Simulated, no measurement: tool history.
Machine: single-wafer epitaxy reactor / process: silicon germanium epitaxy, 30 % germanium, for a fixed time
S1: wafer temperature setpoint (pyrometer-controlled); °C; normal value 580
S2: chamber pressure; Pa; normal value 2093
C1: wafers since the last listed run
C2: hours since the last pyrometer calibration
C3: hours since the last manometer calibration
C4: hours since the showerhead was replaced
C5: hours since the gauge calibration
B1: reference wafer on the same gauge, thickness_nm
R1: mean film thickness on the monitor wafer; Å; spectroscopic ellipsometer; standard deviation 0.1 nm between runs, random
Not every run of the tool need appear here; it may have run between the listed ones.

run	hour	S1	S2	C1	C2	C3	C4	C5	B1	R1
1	0	570	2426	0	1818.4	1614.3	1834.7	2705.5	36.064	300.27
2	230	570	2426	4059	2048.4	1844.3	2064.7	2935.5	35.962	296.49
3	266.6	580	2093	645	2085	1880.9	2101.3	2972.1	36.031	343.85
4	304.2	580	2093	663	2122.6	1918.5	2138.9	3009.7	36.018	342.93
# hour 323.7: pyrometer calibrated
5	345.9	580	2093	594	22.2	1960.2	2180.6	3051.4	36.012	353.91
6	403.9	580	2093	1023	80.2	2018.2	2238.6	3109.4	36.005	351.64
7	443.3	580	2093	695	119.6	2057.6	2278	3148.8	36.005	352.09
8	532.3	580	2093	1570	208.6	2146.6	2367	3237.8	36.018	353.94
9	619	580	2093	1530	295.3	2233.3	2453.7	3324.5	36.018	353.29
10	705.5	580	2093	1526	381.8	2319.8	2540.2	3411	36.028	355.05
11	775.9	592	2093	1242	452.2	2390.2	2610.6	3481.4	36.059	447.86
# hour 804.9: capacitance manometer re-zeroed and calibrated
12	842.6	573	2240	1036	518.9	37.7	2677.3	3548.1	36.018	306.2
13	880.9	570	2586	675	557.2	76	2715.6	3586.4	35.98	305.46
14	981.7	588	2466	1779	658	176.8	2816.4	3687.2	35.984	431.12
15	1035	572	2493	940	711.3	230.1	2869.7	3740.5	36.043	316.27
# hour 1091.9: gauge calibrated
16	1108.9	580	2093	1304	785.2	304	2943.6	17	35.987	346.05
17	1160	580	2093	901	836.3	355.1	2994.7	68.1	35.992	344.27
18	1197.6	580	2093	663	873.9	392.7	3032.3	105.7	36.003	345.5
19	1259.7	587	1773	1096	936	454.8	3094.4	167.8	35.993	369.49
20	1303.6	580	2093	774	979.9	498.7	3138.3	211.7	35.965	345.27
21	1484.8	585	2093	3198	1161.1	679.9	3319.5	392.9	35.987	379.78
22	1590.4	580	2093	1863	1266.7	785.5	3425.1	498.5	36.006	346.98
# hour 1646.5: showerhead replaced
23	1675.6	587	2253	1362	1351.9	870.7	29.1	583.7	36	409.13
24	1731.3	580	1640	983	1407.6	926.4	84.8	639.4	35.996	310.97
25	1822.2	570	1947	1604	1498.5	1017.3	175.7	730.3	35.959	274.84
26	1902.4	591	1840	1415	1578.7	1097.5	255.9	810.5	36.013	406.31
27	1966.4	580	2093	1129	1642.7	1161.5	319.9	874.5	35.979	346.76
28	2008.6	584	2360	744	1684.9	1203.7	362.1	916.7	35.978	392.96
29	2107.6	580	2093	1747	1783.9	1302.7	461.1	1015.7	35.974	345.57
30	2168	591	2280	1066	1844.3	1363.1	521.5	1076.1	36.038	444.83
31	2254.3	580	2493	1523	1930.6	1449.4	607.8	1162.4	35.993	369.62
32	2320.3	569	2093	1164	1996.6	1515.4	673.8	1228.4	36.014	276.24
33	2371.4	593	2400	901	2047.7	1566.5	724.9	1279.5	36.011	470.71
34	2448.9	567	1640	1367	2125.2	1644	802.4	1357	36.014	238.99
# hour 2498.6: pyrometer calibrated
35	2554	580	2093	1713	55.4	1749.1	907.5	1462.1	36.002	354.76

Hidden state, per run?
gauge reads high (%): 0 in every run
H1: wafer temperature above the value expected at the setpoint (K)
H2: true pressure above the setpoint (%)
run	H1	H2
1	-1.36	5.99
2	-1.53	6.27
3	-1.56	6.31
4	-1.58	6.35
5	0.142	6.39
6	0.1	6.44
7	0.0719	6.48
8	0.00745	6.55
9	-0.0553	6.61
10	-0.118	6.67
11	-0.169	6.71
12	-0.217	-0.109
13	-0.245	0.251
14	-0.318	1.12
15	-0.357	1.54
16	-0.41	2.08
17	-0.447	2.43
18	-0.474	2.67
19	-0.519	3.05
20	-0.551	3.3
21	-0.682	4.19
22	-0.759	4.63
23	-0.821	4.95
24	-0.861	5.14
25	-0.927	5.42
26	-0.985	5.65
27	-1.03	5.81
28	-1.06	5.92
29	-1.13	6.14
30	-1.18	6.26
31	-1.24	6.42
32	-1.29	6.53
33	-1.32	6.61
34	-1.38	6.72
35	0.0167	6.86

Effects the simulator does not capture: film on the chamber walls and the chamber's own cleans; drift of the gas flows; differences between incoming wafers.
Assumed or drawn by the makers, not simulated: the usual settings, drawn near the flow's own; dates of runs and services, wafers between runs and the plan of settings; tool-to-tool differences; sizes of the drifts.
